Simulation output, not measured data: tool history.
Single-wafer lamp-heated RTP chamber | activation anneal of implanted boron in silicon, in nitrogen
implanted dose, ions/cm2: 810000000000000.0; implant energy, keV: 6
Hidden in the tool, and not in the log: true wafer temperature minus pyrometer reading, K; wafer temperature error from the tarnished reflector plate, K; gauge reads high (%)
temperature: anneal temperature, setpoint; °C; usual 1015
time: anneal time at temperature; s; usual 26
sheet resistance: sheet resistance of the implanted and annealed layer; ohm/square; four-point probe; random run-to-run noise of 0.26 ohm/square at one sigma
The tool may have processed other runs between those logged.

run,hour,temperature,time,wafers since the last listed run,wafers since the last pyrometer calibration,wafers since the reflector plate was cleaned,hours since the gauge calibration,"read-back reference wafer on the same gauge, sheet resistance",sheet resistance
1,0,1015,26,0,1353,6280,207.1,187.98,167.98
2,11.9,1015,26,111,1464,6391,219,187.99,167.79
3,25.4,1015,26,126,1591,6517,232.5,187.98,167.81
4,33.9,1015,22,79,1670,6597,241,187.94,169.4
5,49.4,1015,22,145,1815,6742,256.5,188.12,169.16
6,59.1,1015,22,90,1906,6833,266.2,187.98,168.47
7,76.2,1015,26,160,2066,6993,283.3,188.1,167.56
8,85.9,1015,26,90,2157,7084,293,187.96,167.34
9,93.9,1035,26,74,2232,7159,301,187.87,160.82
10,105.9,1035,26,112,2344,7271,313,187.89,160.17
11,114.6,1035,26,81,2426,7352,321.7,187.95,160.36
12,132.4,1037,18,166,2592,7519,339.5,187.99,162.39
13,144.9,1015,26,117,2709,7636,352,187.98,166.81
# hour 155.7: reflector plate cleaned
14,161.7,1015,26,82,2792,56,368.8,187.99,169.52
15,179,1015,26,161,2954,217,386.1,187.91,169.17
16,187.1,1030,26,75,3030,293,394.2,187.89,163.76
17,197.9,1015,35,101,3131,394,405,187.92,166.5
# hour 201.4: gauge calibrated
# hour 213.1: pyrometer window cleaned and pyrometer calibrated
18,213.6,1015,26,72,5,466,12.2,188,170.55
19,216.1,992,31,23,28,490,14.7,187.99,178.73
20,225.6,1040,12,88,117,579,24.2,188.04,168.46
21,232.4,1035,26,63,181,642,31,188.01,163.1
22,247.2,1015,26,138,319,781,45.8,188.04,170.18
23,263.5,1037,18,152,472,934,62.1,187.95,165.3
24,278.2,1035,26,137,609,1071,76.8,188,162.62
25,285.2,1024,40,65,675,1137,83.8,187.91,162.51
26,303.2,1007,12,168,843,1305,101.8,187.99,178.99
27,320.5,1033,22,161,1005,1467,119.1,187.93,164.24
28,332.5,1036,11,112,1118,1580,131.1,188.07,168.88
29,350.3,1015,26,166,1284,1746,148.9,187.97,169.41
30,365.4,1037,17,141,1426,1888,164,188.03,165.42
31,381.9,1015,26,154,1580,2042,180.5,187.88,168.96

The same runs without the tool's hidden state, with the same run-to-run variation:
run,sheet resistance
1,171.3
2,171.17
3,171.27
4,172.9
5,172.75
6,172.11
7,171.34
8,171.18
9,164.41
10,163.83
11,164.08
12,166
13,171.12
14,171.05
15,171.02
16,165.74
17,168.74
18,171.29
19,179.87
20,169.18
21,163.98
22,171.22
23,166.36
24,163.87
25,163.94
26,180.88
27,165.83
28,170.4
29,171.36
30,167.26
31,171.2
